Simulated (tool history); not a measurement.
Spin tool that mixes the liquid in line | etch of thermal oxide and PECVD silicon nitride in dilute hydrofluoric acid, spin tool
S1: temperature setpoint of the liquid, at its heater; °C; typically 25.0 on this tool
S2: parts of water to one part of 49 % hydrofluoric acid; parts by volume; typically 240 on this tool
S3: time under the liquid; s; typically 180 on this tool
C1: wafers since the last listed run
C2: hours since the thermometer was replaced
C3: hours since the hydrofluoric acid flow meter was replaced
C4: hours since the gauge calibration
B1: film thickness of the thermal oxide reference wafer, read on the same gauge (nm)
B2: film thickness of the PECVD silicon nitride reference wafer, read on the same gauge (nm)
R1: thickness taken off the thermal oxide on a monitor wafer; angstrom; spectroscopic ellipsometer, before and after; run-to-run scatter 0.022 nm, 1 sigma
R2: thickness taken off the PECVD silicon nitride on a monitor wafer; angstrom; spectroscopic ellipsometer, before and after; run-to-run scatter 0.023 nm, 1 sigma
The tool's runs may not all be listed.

Run 1, hour 0.0: usual settings; C1 0; C2 1457.7; C3 0.5; C4 283.2; B1 99.997; B2 150.014. Result: R1 28.18 angstrom, R2 13.64 angstrom.
Run 2, hour 11.5: usual settings; C1 67; C2 1469.2; C3 12.0; C4 294.7; B1 99.995; B2 150.015. Result: R1 28.07 angstrom, R2 13.30 angstrom.
Run 3, hour 23.6: usual settings but S1 27.5 °C, S2 300 parts by volume; C1 70; C2 1481.3; C3 24.1; C4 306.8; B1 100.005; B2 149.987. Result: R1 23.03 angstrom, R2 12.49 angstrom.
At hour 26.5: thermometer replaced.
Run 4, hour 39.8: usual settings but S1 29.5 °C, S2 130 parts by volume, S3 75 s; C1 88; C2 13.3; C3 40.3; C4 323.0; B1 100.008; B2 150.001. Result: R1 31.57 angstrom, R2 16.16 angstrom.
Run 5, hour 46.7: usual settings; C1 40; C2 20.2; C3 47.2; C4 329.9; B1 100.017; B2 149.994. Result: R1 30.94 angstrom, R2 16.14 angstrom.
Run 6, hour 54.5: usual settings but S2 310 parts by volume, S3 270 s; C1 45; C2 28.0; C3 55.0; C4 337.7; B1 99.985; B2 149.979. Result: R1 33.09 angstrom, R2 18.13 angstrom.
Run 7, hour 68.5: usual settings but S1 23.0 °C; C1 81; C2 42.0; C3 69.0; C4 351.7; B1 100.013; B2 150.002. Result: R1 28.19 angstrom, R2 13.96 angstrom.
Run 8, hour 77.0: usual settings but S2 205 parts by volume; C1 49; C2 50.5; C3 77.5; C4 360.2; B1 99.971; B2 149.980. Result: R1 37.23 angstrom, R2 18.73 angstrom.
At hour 82.0: gauge calibrated.
Run 9, hour 89.6: usual settings; C1 73; C2 63.1; C3 90.1; C4 7.6; B1 99.990; B2 150.002. Result: R1 30.39 angstrom, R2 16.00 angstrom.
Run 10, hour 100.4: usual settings but S2 315 parts by volume; C1 63; C2 73.9; C3 100.9; C4 18.4; B1 100.035; B2 149.986. Result: R1 21.94 angstrom, R2 12.34 angstrom.
Run 11, hour 114.6: usual settings but S1 29.0 °C, S3 290 s; C1 83; C2 88.1; C3 115.1; C4 32.6; B1 100.000; B2 150.005. Result: R1 56.10 angstrom, R2 32.76 angstrom.
Run 12, hour 123.8: usual settings; C1 53; C2 97.3; C3 124.3; C4 41.8; B1 99.978; B2 150.013. Result: R1 30.59 angstrom, R2 16.00 angstrom.
Run 13, hour 135.4: usual settings; C1 67; C2 108.9; C3 135.9; C4 53.4; B1 100.029; B2 150.007. Result: R1 30.74 angstrom, R2 16.22 angstrom.
Run 14, hour 146.3: usual settings but S1 23.5 °C, S2 335 parts by volume, S3 150 s; C1 63; C2 119.8; C3 146.8; C4 64.3; B1 99.938; B2 150.001. Result: R1 15.85 angstrom, R2 8.48 angstrom.
Run 15, hour 160.2: usual settings but S1 27.0 °C, S2 315 parts by volume; C1 81; C2 133.7; C3 160.7; C4 78.2; B1 99.972; B2 149.996. Result: R1 22.85 angstrom, R2 13.24 angstrom.
Run 16, hour 178.0: usual settings; C1 104; C2 151.5; C3 178.5; C4 96.0; B1 99.984; B2 149.984. Result: R1 30.66 angstrom, R2 15.60 angstrom.
Run 17, hour 190.5: usual settings but S1 23.0 °C, S3 140 s; C1 73; C2 164.0; C3 191.0; C4 108.5; B1 99.992; B2 149.998. Result: R1 21.96 angstrom, R2 10.54 angstrom.
Run 18, hour 202.9: usual settings; C1 72; C2 176.4; C3 203.4; C4 120.9; B1 100.023; B2 149.980. Result: R1 30.16 angstrom, R2 15.45 angstrom.
Run 19, hour 216.3: usual settings but S1 29.5 °C, S2 125 parts by volume; C1 78; C2 189.8; C3 216.8; C4 134.3; B1 99.952; B2 150.015. Result: R1 78.21 angstrom, R2 40.65 angstrom.
Run 20, hour 225.0: usual settings but S1 23.5 °C, S2 270 parts by volume, S3 135 s; C1 50; C2 198.5; C3 225.5; C4 143.0; B1 99.986; B2 149.984. Result: R1 18.31 angstrom, R2 9.33 angstrom.
Run 21, hour 234.3: usual settings but S1 30.0 °C, S2 325 parts by volume; C1 54; C2 207.8; C3 234.8; C4 152.3; B1 99.975; B2 149.997. Result: R1 24.35 angstrom, R2 15.31 angstrom.
Run 22, hour 258.7: usual settings; C1 142; C2 232.2; C3 259.2; C4 176.7; B1 100.038; B2 150.006. Result: R1 29.78 angstrom, R2 15.39 angstrom.
Run 23, hour 271.7: usual settings but S1 22.5 °C, S2 310 parts by volume, S3 140 s; C1 75; C2 245.2; C3 272.2; C4 189.7; B1 100.002; B2 149.997. Result: R1 15.25 angstrom, R2 8.00 angstrom.
Run 24, hour 279.3: usual settings but S2 140 parts by volume; C1 44; C2 252.8; C3 279.8; C4 197.3; B1 99.967; B2 150.012. Result: R1 57.08 angstrom, R2 26.47 angstrom.
Run 25, hour 297.0: usual settings but S1 29.0 °C, S2 280 parts by volume, S3 265 s; C1 103; C2 270.5; C3 297.5; C4 215.0; B1 100.040; B2 149.994. Result: R1 41.17 angstrom, R2 24.56 angstrom.
Run 26, hour 303.8: usual settings but S2 355 parts by volume, S3 105 s; C1 39; C2 277.3; C3 304.3; C4 221.8; B1 100.005; B2 150.016. Result: R1 10.52 angstrom, R2 6.07 angstrom.
Run 27, hour 314.0: usual settings but S1 27.5 °C; C1 59; C2 287.5; C3 314.5; C4 232.0; B1 99.995; B2 150.019. Result: R1 32.12 angstrom, R2 17.77 angstrom.

3 ways to go on from here, each from the tool as it stands after run 27. What would each give?
Run A, hour 314.5: usual settings but S2 355 parts by volume; C1 2; C2 288.0; C3 315.0; C4 232.5; B1 ?; B2 ?. Result: R1 ?, R2 ?.
Run B, hour 314.5: usual settings but S2 275 parts by volume; C1 2; C2 288.0; C3 315.0; C4 232.5; B1 ?; B2 ?. Result: R1 ?, R2 ?.
Run C, hour 314.5: usual settings but S3 125 s; C1 2; C2 288.0; C3 315.0; C4 232.5; B1 ?; B2 ?. Result: R1 ?, R2 ?.

run       B1       B2     R1     R2
  A  100.039  149.996  18.01  10.35
  B  100.039  149.996  25.16  13.34
  C  100.039  149.996  20.76  10.60
With no hidden state in the tool, these same runs would have given:
run     R1     R2
  A  18.87  10.91
  B  26.34  14.07
  C  21.74  11.19

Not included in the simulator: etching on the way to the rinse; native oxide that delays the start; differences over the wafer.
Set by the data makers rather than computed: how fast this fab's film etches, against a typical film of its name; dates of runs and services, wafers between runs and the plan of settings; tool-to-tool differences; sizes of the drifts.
